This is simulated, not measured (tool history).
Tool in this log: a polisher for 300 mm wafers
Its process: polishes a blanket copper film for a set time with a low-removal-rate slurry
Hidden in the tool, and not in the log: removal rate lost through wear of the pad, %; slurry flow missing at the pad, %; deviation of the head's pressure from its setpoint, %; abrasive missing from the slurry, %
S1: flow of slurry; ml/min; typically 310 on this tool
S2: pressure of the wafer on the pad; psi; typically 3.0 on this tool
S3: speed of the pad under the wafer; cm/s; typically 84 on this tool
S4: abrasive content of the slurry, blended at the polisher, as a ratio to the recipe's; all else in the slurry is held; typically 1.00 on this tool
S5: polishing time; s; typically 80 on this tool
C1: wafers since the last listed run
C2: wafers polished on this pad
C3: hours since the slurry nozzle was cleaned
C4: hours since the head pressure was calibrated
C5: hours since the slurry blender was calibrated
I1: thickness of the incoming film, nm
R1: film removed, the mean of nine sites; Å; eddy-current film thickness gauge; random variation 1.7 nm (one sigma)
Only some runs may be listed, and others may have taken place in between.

{"run": 1, "hour": 0.0, "S1": 310, "S2": 3.0, "S3": 84, "S4": 1.0, "S5": 80, "C1": 0, "C2": 2691, "C3": 89.3, "C4": 13.3, "C5": 57.7, "I1": 1011.0, "R1": 1981}
{"hour": 18.8, "done": "worn pad replaced by a new one"}
{"run": 2, "hour": 93.2, "S1": 310, "S2": 3.0, "S3": 84, "S4": 1.0, "S5": 80, "C1": 899, "C2": 750, "C3": 182.5, "C4": 106.5, "C5": 150.9, "I1": 1024.1, "R1": 1934}
{"run": 3, "hour": 146.8, "S1": 310, "S2": 3.0, "S3": 84, "S4": 1.0, "S5": 80, "C1": 540, "C2": 1291, "C3": 236.1, "C4": 160.1, "C5": 204.5, "I1": 1022.2, "R1": 1955}
{"run": 4, "hour": 209.9, "S1": 310, "S2": 3.0, "S3": 84, "S4": 1.0, "S5": 80, "C1": 636, "C2": 1927, "C3": 299.2, "C4": 223.2, "C5": 267.6, "I1": 1035.6, "R1": 1949}
{"hour": 301.4, "done": "worn pad replaced by a new one"}
{"run": 5, "hour": 304.5, "S1": 310, "S2": 3.0, "S3": 84, "S4": 1.0, "S5": 80, "C1": 914, "C2": 30, "C3": 393.8, "C4": 317.8, "C5": 362.2, "I1": 1020.8, "R1": 1920}
{"run": 6, "hour": 367.5, "S1": 310, "S2": 3.0, "S3": 84, "S4": 1.0, "S5": 80, "C1": 635, "C2": 666, "C3": 456.8, "C4": 380.8, "C5": 425.2, "I1": 1010.8, "R1": 1927}
{"run": 7, "hour": 409.8, "S1": 310, "S2": 3.0, "S3": 84, "S4": 1.0, "S5": 73, "C1": 426, "C2": 1093, "C3": 499.1, "C4": 423.1, "C5": 467.5, "I1": 1004.3, "R1": 1777}
{"hour": 427.0, "done": "slurry nozzle cleaned"}
{"hour": 464.9, "done": "slurry blender recalibrated"}
{"run": 8, "hour": 501.3, "S1": 310, "S2": 3.0, "S3": 84, "S4": 1.0, "S5": 73, "C1": 892, "C2": 1985, "C3": 74.3, "C4": 514.6, "C5": 36.4, "I1": 1020.3, "R1": 1744}
{"hour": 571.0, "done": "worn pad replaced by a new one"}
{"run": 9, "hour": 603.5, "S1": 380, "S2": 3.0, "S3": 84, "S4": 1.0, "S5": 105, "C1": 990, "C2": 327, "C3": 176.5, "C4": 616.8, "C5": 138.6, "I1": 1016.7, "R1": 2566}
{"hour": 633.4, "done": "slurry nozzle cleaned, repeated, since the last time left the tool worse"}
{"run": 10, "hour": 710.6, "S1": 310, "S2": 3.0, "S3": 106, "S4": 1.0, "S5": 96, "C1": 1070, "C2": 1398, "C3": 77.2, "C4": 723.9, "C5": 245.7, "I1": 1023.8, "R1": 2831}
{"hour": 733.6, "done": "head pressure recalibrated"}
{"run": 11, "hour": 748.6, "S1": 375, "S2": 3.0, "S3": 98, "S4": 0.75, "S5": 69, "C1": 363, "C2": 1761, "C3": 115.2, "C4": 15.0, "C5": 283.7, "I1": 1033.1, "R1": 1877}
{"run": 12, "hour": 808.1, "S1": 310, "S2": 3.9, "S3": 54, "S4": 1.0, "S5": 80, "C1": 600, "C2": 2361, "C3": 174.7, "C4": 74.5, "C5": 343.2, "I1": 1032.0, "R1": 1793}
{"hour": 820.2, "done": "worn pad replaced by a new one"}
{"run": 13, "hour": 883.9, "S1": 310, "S2": 2.1, "S3": 104, "S4": 1.1, "S5": 106, "C1": 724, "C2": 643, "C3": 250.5, "C4": 150.3, "C5": 419.0, "I1": 1008.4, "R1": 2181}
{"run": 14, "hour": 980.5, "S1": 310, "S2": 3.0, "S3": 84, "S4": 0.8, "S5": 88, "C1": 974, "C2": 1617, "C3": 347.1, "C4": 246.9, "C5": 515.6, "I1": 1017.5, "R1": 2075}
{"hour": 1004.8, "done": "slurry blender recalibrated"}
{"hour": 1113.9, "done": "worn pad replaced by a new one"}
{"hour": 1137.5, "done": "slurry nozzle cleaned"}
{"run": 15, "hour": 1202.0, "S1": 310, "S2": 3.0, "S3": 84, "S4": 1.0, "S5": 80, "C1": 2163, "C2": 879, "C3": 64.5, "C4": 468.4, "C5": 197.2, "I1": 1042.5, "R1": 1948}
{"run": 16, "hour": 1303.6, "S1": 310, "S2": 3.0, "S3": 96, "S4": 1.0, "S5": 80, "C1": 1024, "C2": 1904, "C3": 166.1, "C4": 570.0, "C5": 298.8, "I1": 1033.0, "R1": 2183}

3 ways to go on from here, each from the tool as it stands after run 16. What would each give?
{"run": "A", "hour": 1304.1, "S1": 310, "S2": 3.8, "S3": 84, "S4": 1.0, "S5": 80, "C1": 5, "C2": 1909, "C3": 166.6, "C4": 570.5, "C5": 299.3, "I1": 1028.0, "R1": "?"}
{"run": "B", "hour": 1304.1, "S1": 270, "S2": 3.0, "S3": 84, "S4": 0.75, "S5": 80, "C1": 5, "C2": 1909, "C3": 166.6, "C4": 570.5, "C5": 299.3, "I1": 1028.0, "R1": "?"}
{"run": "C", "hour": 1304.1, "S1": 275, "S2": 3.0, "S3": 62, "S4": 0.8, "S5": 98, "C1": 5, "C2": 1909, "C3": 166.6, "C4": 570.5, "C5": 299.3, "I1": 1028.0, "R1": "?"}

run=A R1=2471
run=B R1=1880
run=C R1=1820
Without the tool's hidden state the same runs would have given:
run=A R1=2491
run=B R1=1896
run=C R1=1836
